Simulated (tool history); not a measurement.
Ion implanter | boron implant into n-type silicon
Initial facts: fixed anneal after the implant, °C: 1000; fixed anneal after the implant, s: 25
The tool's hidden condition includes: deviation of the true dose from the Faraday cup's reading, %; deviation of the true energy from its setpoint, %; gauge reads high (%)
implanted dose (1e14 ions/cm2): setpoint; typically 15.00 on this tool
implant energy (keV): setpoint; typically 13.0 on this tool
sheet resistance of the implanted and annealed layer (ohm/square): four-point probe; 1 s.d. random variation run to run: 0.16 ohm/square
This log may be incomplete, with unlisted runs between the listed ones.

run	hour	implanted dose (1e14 ions/cm2)	implant energy (keV)	wafers since the last listed run	hours since the last dose calibration	hours since the extraction supply was calibrated	hours since the gauge calibration	read-back reference wafer on the same gauge, sheet resistance	sheet resistance of the implanted and annealed layer (ohm/square)
1	0.0	13.53	13.0	0	1050.8	5154.9	56.2	101.07	109.12
2	14.9	15.00	13.0	388	1065.7	5169.8	71.1	101.05	103.71
3	23.6	15.00	13.0	226	1074.4	5178.5	79.8	101.04	103.59
4	37.4	15.00	13.0	359	1088.2	5192.3	93.6	101.07	103.44
5	49.7	15.00	15.5	320	1100.5	5204.6	105.9	101.02	98.60
6	65.7	15.00	15.5	417	1116.5	5220.6	121.9	100.95	98.53
# hour 75.9: Faraday cup replaced and dose calibrated
7	83.3	15.00	13.0	250	7.4	5238.2	139.5	101.02	103.68
8	90.5	15.00	13.0	187	14.6	5245.4	146.7	100.94	103.84
9	103.4	16.78	11.0	336	27.5	5258.3	159.6	100.96	105.27
# hour 111.7: extraction supply calibrated
10	116.4	17.47	11.0	130	40.5	4.7	172.6	101.01	103.75
11	126.2	15.00	13.0	255	50.3	14.5	182.4	101.04	103.69
12	134.4	13.25	9.5	213	58.5	22.7	190.6	101.05	121.11
13	149.7	12.11	10.0	398	73.8	38.0	205.9	100.94	124.01
14	164.7	15.00	10.0	391	88.8	53.0	220.9	100.98	113.16
# hour 165.1: gauge calibrated
15	202.9	15.00	13.0	996	127.0	91.2	37.8	100.95	103.60
16	216.2	16.78	11.0	346	140.3	104.5	51.1	100.97	105.09

Hidden state at the last listed run before each entry between runs and at the first one after, where it differs:
In the gap between runs 6 and 7: Faraday cup replaced and dose calibrated (hour 75.9)
  the hidden state is the same at both runs
In the gap between runs 9 and 10: extraction supply calibrated (hour 111.7)
  the hidden state is the same at both runs
In the gap between runs 14 and 15: gauge calibrated (hour 165.1)
  the hidden state is the same at both runs
